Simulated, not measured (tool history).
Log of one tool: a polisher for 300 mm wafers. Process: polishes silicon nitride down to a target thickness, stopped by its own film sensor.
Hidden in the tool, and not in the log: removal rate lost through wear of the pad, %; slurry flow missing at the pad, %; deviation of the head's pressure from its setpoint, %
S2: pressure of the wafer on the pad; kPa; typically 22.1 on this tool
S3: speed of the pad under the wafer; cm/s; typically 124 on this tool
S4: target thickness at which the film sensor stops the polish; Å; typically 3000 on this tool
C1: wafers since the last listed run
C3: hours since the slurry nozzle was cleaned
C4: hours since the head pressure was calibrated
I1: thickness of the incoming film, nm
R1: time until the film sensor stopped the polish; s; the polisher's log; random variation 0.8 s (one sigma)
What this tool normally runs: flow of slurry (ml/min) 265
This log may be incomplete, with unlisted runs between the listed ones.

run 1 hour=0.0 | flow_of_slurry_(ml/min)=265 S2=22.1 S3=124 S4=3000 | C1=0 wafers_polished_on_this_pad=1280 C3=269.4 C4=183.8 | I1=457.3 | R1=90.1
-- hour=32.4 slurry nozzle cleaned
-- hour=52.6 worn pad replaced by a new one
run 2 hour=102.6 | flow_of_slurry_(ml/min)=265 S2=20.7 S3=144 S4=3000 | C1=612 wafers_polished_on_this_pad=313 C3=70.2 C4=286.4 | I1=461.4 | R1=84.0
run 3 hour=203.6 | flow_of_slurry_(ml/min)=265 S2=22.1 S3=124 S4=3390 | C1=633 wafers_polished_on_this_pad=947 C3=171.2 C4=387.4 | I1=459.3 | R1=68.9
-- hour=236.5 head pressure recalibrated
run 4 hour=294.6 | flow_of_slurry_(ml/min)=265 S2=22.1 S3=124 S4=3390 | C1=558 wafers_polished_on_this_pad=1505 C3=262.2 C4=58.1 | I1=457.0 | R1=67.2
-- hour=315.2 worn pad replaced by a new one
-- hour=322.3 slurry nozzle cleaned
run 5 hour=391.7 | flow_of_slurry_(ml/min)=265 S2=22.1 S3=124 S4=3000 | C1=577 wafers_polished_on_this_pad=473 C3=69.4 C4=155.2 | I1=463.3 | R1=102.8
run 6 hour=477.8 | flow_of_slurry_(ml/min)=265 S2=22.1 S3=124 S4=3000 | C1=539 wafers_polished_on_this_pad=1013 C3=155.5 C4=241.3 | I1=463.1 | R1=103.5
run 7 hour=521.8 | flow_of_slurry_(ml/min)=265 S2=22.1 S3=124 S4=3000 | C1=275 wafers_polished_on_this_pad=1289 C3=199.5 C4=285.3 | I1=463.5 | R1=104.8
-- hour=588.6 slurry nozzle cleaned
run 8 hour=598.7 | flow_of_slurry_(ml/min)=220 S2=27.6 S3=124 S4=3000 | C1=475 wafers_polished_on_this_pad=1765 C3=10.1 C4=362.2 | I1=451.4 | R1=79.3
-- hour=603.1 worn pad replaced by a new one, repeated, since the last time left the tool worse
-- hour=636.7 head pressure recalibrated
run 9 hour=658.9 | flow_of_slurry_(ml/min)=220 S2=27.6 S3=124 S4=3000 | C1=339 wafers_polished_on_this_pad=337 C3=70.3 C4=22.2 | I1=454.6 | R1=70.4
run 10 hour=706.5 | flow_of_slurry_(ml/min)=220 S2=27.6 S3=124 S4=3000 | C1=298 wafers_polished_on_this_pad=635 C3=117.9 C4=69.8 | I1=466.6 | R1=78.0
run 11 hour=767.7 | flow_of_slurry_(ml/min)=265 S2=22.1 S3=124 S4=2480 | C1=383 wafers_polished_on_this_pad=1019 C3=179.1 C4=131.0 | I1=462.0 | R1=121.8
run 12 hour=874.9 | flow_of_slurry_(ml/min)=265 S2=22.1 S3=124 S4=3000 | C1=672 wafers_polished_on_this_pad=1691 C3=286.3 C4=238.2 | I1=465.7 | R1=95.7
-- hour=889.5 slurry nozzle cleaned
-- hour=892.6 worn pad replaced by a new one
run 13 hour=940.9 | flow_of_slurry_(ml/min)=265 S2=22.1 S3=160 S4=2650 | C1=388 wafers_polished_on_this_pad=302 C3=51.4 C4=304.2 | I1=458.5 | R1=87.6
-- hour=998.1 head pressure recalibrated
run 14 hour=1012.4 | flow_of_slurry_(ml/min)=265 S2=22.1 S3=124 S4=3000 | C1=435 wafers_polished_on_this_pad=738 C3=122.9 C4=14.3 | I1=458.6 | R1=89.2
run 15 hour=1077.7 | flow_of_slurry_(ml/min)=265 S2=22.1 S3=124 S4=3000 | C1=409 wafers_polished_on_this_pad=1148 C3=188.2 C4=79.6 | I1=456.5 | R1=90.7
run 16 hour=1168.5 | flow_of_slurry_(ml/min)=265 S2=20.0 S3=124 S4=3000 | C1=569 wafers_polished_on_this_pad=1717 C3=279.0 C4=170.4 | I1=466.2 | R1=104.9

What will run 17 give?
-- hour=1180.0 slurry nozzle cleaned
-- hour=1202.2 worn pad replaced by a new one
run 17 hour=1210.4 | flow_of_slurry_(ml/min)=240 S2=22.1 S3=124 S4=3350 | C1=231 wafers_polished_on_this_pad=51 C3=30.4 C4=212.3 | I1=462.5 | R1=?

Run 17 measured R1 70.1 s.
With the hidden condition absent and the run-to-run variation left alone, this run would have shown R1 69.3 s.
